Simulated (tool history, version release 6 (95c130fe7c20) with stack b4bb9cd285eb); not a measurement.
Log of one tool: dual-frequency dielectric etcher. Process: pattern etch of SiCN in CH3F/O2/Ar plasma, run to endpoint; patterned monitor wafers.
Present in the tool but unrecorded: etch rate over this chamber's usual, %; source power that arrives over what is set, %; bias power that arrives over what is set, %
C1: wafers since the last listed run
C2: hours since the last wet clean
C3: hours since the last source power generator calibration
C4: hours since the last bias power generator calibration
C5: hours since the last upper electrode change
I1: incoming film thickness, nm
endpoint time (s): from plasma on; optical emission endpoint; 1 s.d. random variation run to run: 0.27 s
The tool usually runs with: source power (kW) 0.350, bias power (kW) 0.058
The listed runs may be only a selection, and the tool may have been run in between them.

{"run": 1, "hour": 0.0, "source power (kW)": 0.35, "bias power (kW)": 0.058, "C1": 0, "C2": 364.8, "C3": 1975.3, "C4": 377.6, "C5": 4042.9, "I1": 11.28, "endpoint time (s)": 30.9}
{"run": 2, "hour": 39.5, "source power (kW)": 0.35, "bias power (kW)": 0.058, "C1": 333, "C2": 404.3, "C3": 2014.8, "C4": 417.1, "C5": 4082.4, "I1": 11.32, "endpoint time (s)": 30.9}
{"run": 3, "hour": 83.7, "source power (kW)": 0.35, "bias power (kW)": 0.058, "C1": 373, "C2": 448.5, "C3": 2059.0, "C4": 461.3, "C5": 4126.6, "I1": 11.36, "endpoint time (s)": 30.7}
{"hour": 117.9, "done": "wet clean of the chamber"}
{"run": 4, "hour": 128.6, "source power (kW)": 0.41, "bias power (kW)": 0.058, "C1": 176, "C2": 10.7, "C3": 2103.9, "C4": 506.2, "C5": 4171.5, "I1": 11.3, "endpoint time (s)": 29.4}
{"run": 5, "hour": 169.5, "source power (kW)": 0.41, "bias power (kW)": 0.058, "C1": 345, "C2": 51.6, "C3": 2144.8, "C4": 547.1, "C5": 4212.4, "I1": 11.28, "endpoint time (s)": 29.5}
{"run": 6, "hour": 220.7, "source power (kW)": 0.35, "bias power (kW)": 0.058, "C1": 432, "C2": 102.8, "C3": 2196.0, "C4": 598.3, "C5": 4263.6, "I1": 11.3, "endpoint time (s)": 31.3}
{"run": 7, "hour": 270.8, "source power (kW)": 0.35, "bias power (kW)": 0.058, "C1": 423, "C2": 152.9, "C3": 2246.1, "C4": 648.4, "C5": 4313.7, "I1": 11.25, "endpoint time (s)": 31.0}
{"run": 8, "hour": 338.7, "source power (kW)": 0.35, "bias power (kW)": 0.058, "C1": 573, "C2": 220.8, "C3": 2314.0, "C4": 716.3, "C5": 4381.6, "I1": 11.29, "endpoint time (s)": 30.2}
{"run": 9, "hour": 398.2, "source power (kW)": 0.35, "bias power (kW)": 0.058, "C1": 502, "C2": 280.3, "C3": 2373.5, "C4": 775.8, "C5": 4441.1, "I1": 11.43, "endpoint time (s)": 31.3}
{"run": 10, "hour": 425.4, "source power (kW)": 0.35, "bias power (kW)": 0.058, "C1": 229, "C2": 307.5, "C3": 2400.7, "C4": 803.0, "C5": 4468.3, "I1": 11.19, "endpoint time (s)": 29.8}
{"run": 11, "hour": 481.6, "source power (kW)": 0.35, "bias power (kW)": 0.054, "C1": 474, "C2": 363.7, "C3": 2456.9, "C4": 859.2, "C5": 4524.5, "I1": 11.33, "endpoint time (s)": 31.6}
{"run": 12, "hour": 521.7, "source power (kW)": 0.35, "bias power (kW)": 0.058, "C1": 338, "C2": 403.8, "C3": 2497.0, "C4": 899.3, "C5": 4564.6, "I1": 11.27, "endpoint time (s)": 30.1}
{"run": 13, "hour": 563.1, "source power (kW)": 0.35, "bias power (kW)": 0.058, "C1": 349, "C2": 445.2, "C3": 2538.4, "C4": 940.7, "C5": 4606.0, "I1": 11.15, "endpoint time (s)": 29.6}
{"hour": 632.6, "done": "wet clean of the chamber"}
{"run": 14, "hour": 633.1, "source power (kW)": 0.39, "bias power (kW)": 0.048, "C1": 388, "C2": 0.5, "C3": 2608.4, "C4": 1010.7, "C5": 4676.0, "I1": 11.19, "endpoint time (s)": 33.2}
{"hour": 686.6, "done": "upper electrode replaced"}
{"run": 15, "hour": 687.1, "source power (kW)": 0.39, "bias power (kW)": 0.07, "C1": 253, "C2": 54.5, "C3": 2662.4, "C4": 1064.7, "C5": 0.5, "I1": 11.33, "endpoint time (s)": 27.7}
{"run": 16, "hour": 709.0, "source power (kW)": 0.35, "bias power (kW)": 0.058, "C1": 184, "C2": 76.4, "C3": 2684.3, "C4": 1086.6, "C5": 22.4, "I1": 11.29, "endpoint time (s)": 31.7}
{"run": 17, "hour": 855.3, "source power (kW)": 0.35, "bias power (kW)": 0.058, "C1": 1235, "C2": 222.7, "C3": 2830.6, "C4": 1232.9, "C5": 168.7, "I1": 11.33, "endpoint time (s)": 30.8}
{"run": 18, "hour": 927.2, "source power (kW)": 0.38, "bias power (kW)": 0.053, "C1": 607, "C2": 294.6, "C3": 2902.5, "C4": 1304.8, "C5": 240.6, "I1": 11.34, "endpoint time (s)": 31.2}
{"hour": 992.5, "done": "bias power generator calibrated"}
{"run": 19, "hour": 998.3, "source power (kW)": 0.42, "bias power (kW)": 0.058, "C1": 566, "C2": 365.7, "C3": 2973.6, "C4": 5.8, "C5": 311.7, "I1": 11.29, "endpoint time (s)": 28.5}
{"hour": 1034.1, "done": "wet clean of the chamber"}
{"run": 20, "hour": 1042.5, "source power (kW)": 0.35, "bias power (kW)": 0.058, "C1": 170, "C2": 8.4, "C3": 3017.8, "C4": 50.0, "C5": 355.9, "I1": 11.36, "endpoint time (s)": 31.5}
{"run": 21, "hour": 1104.7, "source power (kW)": 0.32, "bias power (kW)": 0.047, "C1": 525, "C2": 70.6, "C3": 3080.0, "C4": 112.2, "C5": 418.1, "I1": 11.18, "endpoint time (s)": 35.9}
{"hour": 1129.3, "done": "source power generator calibrated"}
{"run": 22, "hour": 1164.8, "source power (kW)": 0.3, "bias power (kW)": 0.053, "C1": 473, "C2": 130.7, "C3": 35.5, "C4": 172.3, "C5": 478.2, "I1": 11.22, "endpoint time (s)": 34.2}
{"run": 23, "hour": 1229.6, "source power (kW)": 0.35, "bias power (kW)": 0.07, "C1": 547, "C2": 195.5, "C3": 100.3, "C4": 237.1, "C5": 543.0, "I1": 11.23, "endpoint time (s)": 28.1}
{"run": 24, "hour": 1282.9, "source power (kW)": 0.35, "bias power (kW)": 0.072, "C1": 450, "C2": 248.8, "C3": 153.6, "C4": 290.4, "C5": 596.3, "I1": 11.38, "endpoint time (s)": 27.9}
{"run": 25, "hour": 1334.7, "source power (kW)": 0.29, "bias power (kW)": 0.064, "C1": 437, "C2": 300.6, "C3": 205.4, "C4": 342.2, "C5": 648.1, "I1": 11.32, "endpoint time (s)": 31.8}
{"hour": 1533.5, "done": "wet clean of the chamber"}
{"run": 26, "hour": 1534.0, "source power (kW)": 0.31, "bias power (kW)": 0.071, "C1": 1480, "C2": 0.5, "C3": 404.7, "C4": 541.5, "C5": 847.4, "I1": 11.33, "endpoint time (s)": 30.6}
{"run": 27, "hour": 1562.3, "source power (kW)": 0.44, "bias power (kW)": 0.07, "C1": 239, "C2": 28.8, "C3": 433.0, "C4": 569.8, "C5": 875.7, "I1": 11.39, "endpoint time (s)": 27.1}

Predict each of these 5 candidate next runs independently; none follows another, all start after run 27:
{"run": "A", "hour": 1562.7, "source power (kW)": 0.29, "bias power (kW)": 0.058, "C1": 3, "C2": 29.2, "C3": 433.4, "C4": 570.2, "C5": 876.1, "I1": 11.43, "endpoint time (s)": "?"}
{"run": "B", "hour": 1562.7, "source power (kW)": 0.35, "bias power (kW)": 0.067, "C1": 3, "C2": 29.2, "C3": 433.4, "C4": 570.2, "C5": 876.1, "I1": 11.43, "endpoint time (s)": "?"}
{"run": "C", "hour": 1562.7, "source power (kW)": 0.28, "bias power (kW)": 0.063, "C1": 3, "C2": 29.2, "C3": 433.4, "C4": 570.2, "C5": 876.1, "I1": 11.43, "endpoint time (s)": "?"}
{"run": "D", "hour": 1562.7, "source power (kW)": 0.4, "bias power (kW)": 0.046, "C1": 3, "C2": 29.2, "C3": 433.4, "C4": 570.2, "C5": 876.1, "I1": 11.43, "endpoint time (s)": "?"}
{"run": "E", "hour": 1562.7, "source power (kW)": 0.35, "bias power (kW)": 0.066, "C1": 3, "C2": 29.2, "C3": 433.4, "C4": 570.2, "C5": 876.1, "I1": 11.43, "endpoint time (s)": "?"}

run=A endpoint_time_(s)=34.8
run=B endpoint_time_(s)=30.2
run=C endpoint_time_(s)=33.8
run=D endpoint_time_(s)=34.4
run=E endpoint_time_(s)=30.4
Without the tool's hidden state the same runs would have given:
run=A endpoint_time_(s)=34.7
run=B endpoint_time_(s)=30.1
run=C endpoint_time_(s)=33.7
run=D endpoint_time_(s)=34.3
run=E endpoint_time_(s)=30.3
